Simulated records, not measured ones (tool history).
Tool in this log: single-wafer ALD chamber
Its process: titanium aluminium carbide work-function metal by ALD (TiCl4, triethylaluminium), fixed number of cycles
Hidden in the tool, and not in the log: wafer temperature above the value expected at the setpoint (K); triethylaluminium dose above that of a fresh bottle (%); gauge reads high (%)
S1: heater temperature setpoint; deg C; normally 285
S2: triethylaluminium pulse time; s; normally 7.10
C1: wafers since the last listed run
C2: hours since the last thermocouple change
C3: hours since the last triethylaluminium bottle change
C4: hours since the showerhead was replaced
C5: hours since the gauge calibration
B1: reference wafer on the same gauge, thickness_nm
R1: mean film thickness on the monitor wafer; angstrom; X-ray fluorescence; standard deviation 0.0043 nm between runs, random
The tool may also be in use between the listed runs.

Run 1, hour 0.0: usual settings but S1 293 deg C; C1 0; C2 1218.6; C3 1149.6; C4 5688.5; C5 192.4; B1 1.700. Result: R1 15.80 angstrom.
At hour 4.7: gauge calibrated.
Run 2, hour 23.1: usual settings but S1 293 deg C; C1 301; C2 1241.7; C3 1172.7; C4 5711.6; C5 18.4; B1 1.700. Result: R1 15.80 angstrom.
Run 3, hour 40.4: usual settings but S2 8.90 s; C1 225; C2 1259.0; C3 1190.0; C4 5728.9; C5 35.7; B1 1.701. Result: R1 16.28 angstrom.
Run 4, hour 47.6: usual settings but S2 8.90 s; C1 93; C2 1266.2; C3 1197.2; C4 5736.1; C5 42.9; B1 1.700. Result: R1 16.32 angstrom.
Run 5, hour 60.7: usual settings but S2 5.07 s; C1 170; C2 1279.3; C3 1210.3; C4 5749.2; C5 56.0; B1 1.701. Result: R1 13.47 angstrom.
Run 6, hour 75.7: usual settings but S2 5.07 s; C1 195; C2 1294.3; C3 1225.3; C4 5764.2; C5 71.0; B1 1.699. Result: R1 13.43 angstrom.
Run 7, hour 82.1: usual settings but S2 5.07 s; C1 83; C2 1300.7; C3 1231.7; C4 5770.6; C5 77.4; B1 1.700. Result: R1 13.47 angstrom.
At hour 91.5: thermocouple changed; heater temperature recalibrated.
Run 8, hour 99.1: usual settings but S2 6.42 s; C1 117; C2 7.6; C3 1248.7; C4 5787.6; C5 94.4; B1 1.700. Result: R1 14.71 angstrom.
At hour 108.2: showerhead replaced.
At hour 114.1: triethylaluminium bottle replaced.
Run 9, hour 114.6: usual settings but S2 6.42 s; C1 21; C2 23.1; C3 0.5; C4 6.4; C5 109.9; B1 1.701. Result: R1 16.60 angstrom.
Run 10, hour 125.8: usual settings but S1 297 deg C, S2 8.46 s; C1 146; C2 34.3; C3 11.7; C4 17.6; C5 121.1; B1 1.699. Result: R1 18.34 angstrom.
Run 11, hour 132.3: usual settings but S1 295 deg C, S2 5.64 s; C1 84; C2 40.8; C3 18.2; C4 24.1; C5 127.6; B1 1.700. Result: R1 16.71 angstrom.
Run 12, hour 147.5: usual settings but S1 273 deg C, S2 5.97 s; C1 198; C2 56.0; C3 33.4; C4 39.3; C5 142.8; B1 1.701. Result: R1 15.54 angstrom.

Run 13 comes next. What will it give?
At hour 171.7: gauge calibrated.
Run 13, hour 189.4: usual settings; C1 546; C2 97.9; C3 75.3; C4 81.2; C5 17.7; B1 ?. Result: R1 ?.

{"run 13": {"B1": 1.7, "R1": 16.87}}
Without the tool's hidden state the same run would have given R1 17.04 angstrom.
